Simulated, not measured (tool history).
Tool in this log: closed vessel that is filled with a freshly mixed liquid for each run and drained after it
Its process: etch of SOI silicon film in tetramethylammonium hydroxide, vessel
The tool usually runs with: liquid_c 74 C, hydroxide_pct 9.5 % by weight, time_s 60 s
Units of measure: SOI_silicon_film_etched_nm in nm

run,hour,liquid_c,hydroxide_pct,time_s,wafers since the last listed run,hours since the thermometer was replaced,hours since the hydroxide flow meter was replaced,hours since the gauge calibration,"read-back film thickness of the SOI silicon film reference wafer, read on the same gauge (nm)",SOI_silicon_film_etched_nm
1,0,74,9.5,60,0,1831.5,32.1,566.4,129.98,510.22
2,102.5,74,9.5,60,9151,1934,134.6,668.9,130.03,512.29
3,195.7,69.5,7.5,60,8321,2027.2,227.8,762.1,129.97,424.16
4,237.5,69.5,7.5,60,3731,2069,269.6,803.9,129.99,427.82
5,333.1,74,9.5,75,8535,2164.6,365.2,899.5,130.07,623.22
6,411.2,74,9.5,60,6972,2242.7,443.3,977.6,130.03,502.77
7,518.8,74,9.5,60,9606,2350.3,550.9,1085.2,129.95,498.78
8,601.1,74,9.5,60,7347,2432.6,633.2,1167.5,129.99,492.59
9,643.4,74,9.5,60,3776,2474.9,675.5,1209.8,129.99,499.83
10,735.7,74,9.5,60,8240,2567.2,767.8,1302.1,129.99,498.48
11,783.3,74,9,35,4249,2614.8,815.4,1349.7,130.03,298.88
# hour 813: thermometer replaced
12,874.3,74,9.5,60,8035,61.3,906.4,1440.7,130.03,495.29
13,944.9,74,9.5,60,6303,131.9,977,1511.3,129.98,493.4
# hour 979.7: gauge calibrated
14,981.8,78,10.5,80,3294,168.8,1013.9,2.1,130,797.19
15,1046.1,82,9.5,60,5740,233.1,1078.2,66.4,130,774.55
16,1153,68,8.5,40,9544,340,1185.1,173.3,130.02,242.36
# hour 1164.7: hydroxide flow meter replaced
17,1189.3,74,9.5,60,3151,376.3,24.6,209.6,130,506.62
18,1418.6,68.5,8,70,20472,605.6,253.9,438.9,129.98,454.09
19,1544.7,74,8.5,60,11258,731.7,380,565,129.98,524.71
20,1632.9,78.5,9.5,80,7874,819.9,468.2,653.2,129.99,861.21
21,1684.3,76,7.5,45,4589,871.3,519.6,704.6,130.03,460.02
22,1776.3,74,9.5,60,8213,963.3,611.6,796.6,130.02,498.77
23,1862.5,74,9.5,60,7696,1049.5,697.8,882.8,130,498.77
24,1953.6,74,9.5,60,8133,1140.6,788.9,973.9,130,496.1
25,2033.3,74,12,45,7115,1220.3,868.6,1053.6,129.99,335.17
26,2118.1,74,9.5,60,7571,1305.1,953.4,1138.4,130.03,491.48

Consider 3 possible next runs. They are alternatives, not a sequence: every one starts from the tool as it was left by run 26. What does each give?
A,2118.8,66,9.5,60,62,1305.8,954.1,1139.1,?,?
B,2118.8,78.5,9.5,45,62,1305.8,954.1,1139.1,?,?
C,2118.8,74,7,90,62,1305.8,954.1,1139.1,?,?

run,"read-back film thickness of the SOI silicon film reference wafer, read on the same gauge (nm)",SOI_silicon_film_etched_nm
A,130,311.92
B,130,482.79
C,130,832.69
Without the tool's hidden state the same runs would have given:
run,SOI_silicon_film_etched_nm
A,322.8
B,499.63
C,854.39
